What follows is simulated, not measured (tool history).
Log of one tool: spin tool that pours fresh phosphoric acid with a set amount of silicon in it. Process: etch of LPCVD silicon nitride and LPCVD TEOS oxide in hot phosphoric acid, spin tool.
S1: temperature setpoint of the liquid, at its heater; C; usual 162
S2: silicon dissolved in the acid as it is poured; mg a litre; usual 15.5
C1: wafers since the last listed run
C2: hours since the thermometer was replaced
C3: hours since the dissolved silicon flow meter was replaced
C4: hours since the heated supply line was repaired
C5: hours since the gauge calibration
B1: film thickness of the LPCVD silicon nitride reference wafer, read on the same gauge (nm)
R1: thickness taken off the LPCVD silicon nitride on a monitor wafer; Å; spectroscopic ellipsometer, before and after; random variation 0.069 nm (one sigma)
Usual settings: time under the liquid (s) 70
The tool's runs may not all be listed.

{"run": 1, "day": 0.0, "S1": 162, "S2": 12, "time under the liquid (s)": 70, "C1": 0, "C2": 775.9, "C3": 175, "C4": 176.2, "C5": 480.8, "B1": 140, "R1": 68.1}
{"run": 2, "day": 2.683, "S1": 162, "S2": 15.5, "time under the liquid (s)": 50, "C1": 822, "C2": 840.3, "C3": 239.4, "C4": 240.6, "C5": 545.2, "B1": 139.99, "R1": 48.3}
{"run": 3, "day": 6.038, "S1": 162, "S2": 21, "time under the liquid (s)": 70, "C1": 1027, "C2": 920.8, "C3": 319.9, "C4": 321.1, "C5": 625.7, "B1": 139.96, "R1": 66}
{"run": 4, "day": 10.092, "S1": 162, "S2": 21, "time under the liquid (s)": 70, "C1": 1242, "C2": 1018.1, "C3": 417.2, "C4": 418.4, "C5": 723, "B1": 140.03, "R1": 66.2}
{"run": 5, "day": 14.312, "S1": 162, "S2": 21, "time under the liquid (s)": 70, "C1": 1293, "C2": 1119.4, "C3": 518.5, "C4": 519.7, "C5": 824.3, "B1": 140, "R1": 67.1}
{"run": 6, "day": 17.854, "S1": 162, "S2": 15.5, "time under the liquid (s)": 70, "C1": 1085, "C2": 1204.4, "C3": 603.5, "C4": 604.7, "C5": 909.3, "B1": 140.01, "R1": 65.4}
{"run": 7, "day": 21.521, "S1": 162, "S2": 15.5, "time under the liquid (s)": 70, "C1": 1123, "C2": 1292.4, "C3": 691.5, "C4": 692.7, "C5": 997.3, "B1": 139.96, "R1": 64.4}
{"day": 25.212, "done": "thermometer replaced"}
{"run": 8, "day": 25.817, "S1": 162, "S2": 15.5, "time under the liquid (s)": 70, "C1": 1303, "C2": 14.5, "C3": 794.6, "C4": 795.8, "C5": 1100.4, "B1": 140.04, "R1": 63.7}
{"day": 26.612, "done": "dissolved silicon flow meter replaced"}
{"run": 9, "day": 29.9, "S1": 162, "S2": 15.5, "time under the liquid (s)": 45, "C1": 1238, "C2": 112.5, "C3": 78.9, "C4": 893.8, "C5": 1198.4, "B1": 139.97, "R1": 40.8}
{"run": 10, "day": 37.5, "S1": 162, "S2": 22, "time under the liquid (s)": 70, "C1": 2328, "C2": 294.9, "C3": 261.3, "C4": 1076.2, "C5": 1380.8, "B1": 140.01, "R1": 62.1}
{"day": 39.85, "done": "heated supply line repaired"}
{"run": 11, "day": 40.208, "S1": 159, "S2": 4.5, "time under the liquid (s)": 95, "C1": 817, "C2": 359.9, "C3": 326.3, "C4": 8.6, "C5": 1445.8, "B1": 140.01, "R1": 82.8}
{"day": 40.342, "done": "gauge calibrated"}
{"run": 12, "day": 43.954, "S1": 162, "S2": 15.5, "time under the liquid (s)": 55, "C1": 1147, "C2": 449.8, "C3": 416.2, "C4": 98.5, "C5": 86.7, "B1": 139.99, "R1": 53.8}
{"run": 13, "day": 45.975, "S1": 162, "S2": 21.5, "time under the liquid (s)": 70, "C1": 619, "C2": 498.3, "C3": 464.7, "C4": 147, "C5": 135.2, "B1": 140.05, "R1": 69.6}
{"run": 14, "day": 47.933, "S1": 162, "S2": 15.5, "time under the liquid (s)": 70, "C1": 600, "C2": 545.3, "C3": 511.7, "C4": 194, "C5": 182.2, "B1": 140, "R1": 67.2}
{"run": 15, "day": 49.933, "S1": 163.5, "S2": 5.5, "time under the liquid (s)": 70, "C1": 612, "C2": 593.3, "C3": 559.7, "C4": 242, "C5": 230.2, "B1": 140.02, "R1": 71.7}
{"run": 16, "day": 52.7, "S1": 162, "S2": 15.5, "time under the liquid (s)": 70, "C1": 847, "C2": 659.7, "C3": 626.1, "C4": 308.4, "C5": 296.6, "B1": 139.95, "R1": 66.9}
{"day": 56.488, "done": "dissolved silicon flow meter replaced"}
{"run": 17, "day": 56.612, "S1": 162, "S2": 15.5, "time under the liquid (s)": 70, "C1": 1186, "C2": 753.6, "C3": 3, "C4": 402.3, "C5": 390.5, "B1": 140.02, "R1": 67.5}
{"run": 18, "day": 60.862, "S1": 161, "S2": 20.5, "time under the liquid (s)": 70, "C1": 1302, "C2": 855.6, "C3": 105, "C4": 504.3, "C5": 492.5, "B1": 140.02, "R1": 63.3}
{"run": 19, "day": 63.508, "S1": 162, "S2": 23, "time under the liquid (s)": 70, "C1": 810, "C2": 919.1, "C3": 168.5, "C4": 567.8, "C5": 556, "B1": 140.03, "R1": 67}
{"run": 20, "day": 65.446, "S1": 162, "S2": 15.5, "time under the liquid (s)": 70, "C1": 593, "C2": 965.6, "C3": 215, "C4": 614.3, "C5": 602.5, "B1": 140.04, "R1": 65.7}
{"run": 21, "day": 69.192, "S1": 162, "S2": 12.5, "time under the liquid (s)": 55, "C1": 1147, "C2": 1055.5, "C3": 304.9, "C4": 704.2, "C5": 692.4, "B1": 139.99, "R1": 52.3}
{"run": 22, "day": 71.683, "S1": 163, "S2": 12.5, "time under the liquid (s)": 100, "C1": 763, "C2": 1115.3, "C3": 364.7, "C4": 764, "C5": 752.2, "B1": 140, "R1": 96}

4 ways to go on from here, each from the tool as it stands after run 22. What would each give?
{"run": "A", "day": 71.7, "S1": 162, "S2": 15.5, "time under the liquid (s)": 70, "C1": 5, "C2": 1115.7, "C3": 365.1, "C4": 764.4, "C5": 752.6, "B1": "?", "R1": "?"}
{"run": "B", "day": 71.7, "S1": 162, "S2": 9, "time under the liquid (s)": 80, "C1": 5, "C2": 1115.7, "C3": 365.1, "C4": 764.4, "C5": 752.6, "B1": "?", "R1": "?"}
{"run": "C", "day": 71.7, "S1": 160, "S2": 3.5, "time under the liquid (s)": 40, "C1": 5, "C2": 1115.7, "C3": 365.1, "C4": 764.4, "C5": 752.6, "B1": "?", "R1": "?"}
{"run": "D", "day": 71.7, "S1": 162, "S2": 3, "time under the liquid (s)": 105, "C1": 5, "C2": 1115.7, "C3": 365.1, "C4": 764.4, "C5": 752.6, "B1": "?", "R1": "?"}

run=A B1=139.98 R1=64
run=B B1=139.98 R1=73.1
run=C B1=139.98 R1=34.2
run=D B1=139.98 R1=96
Without the tool's hidden state the same runs would have given:
run=A R1=68.1
run=B R1=77.8
run=C R1=36.4
run=D R1=102.1
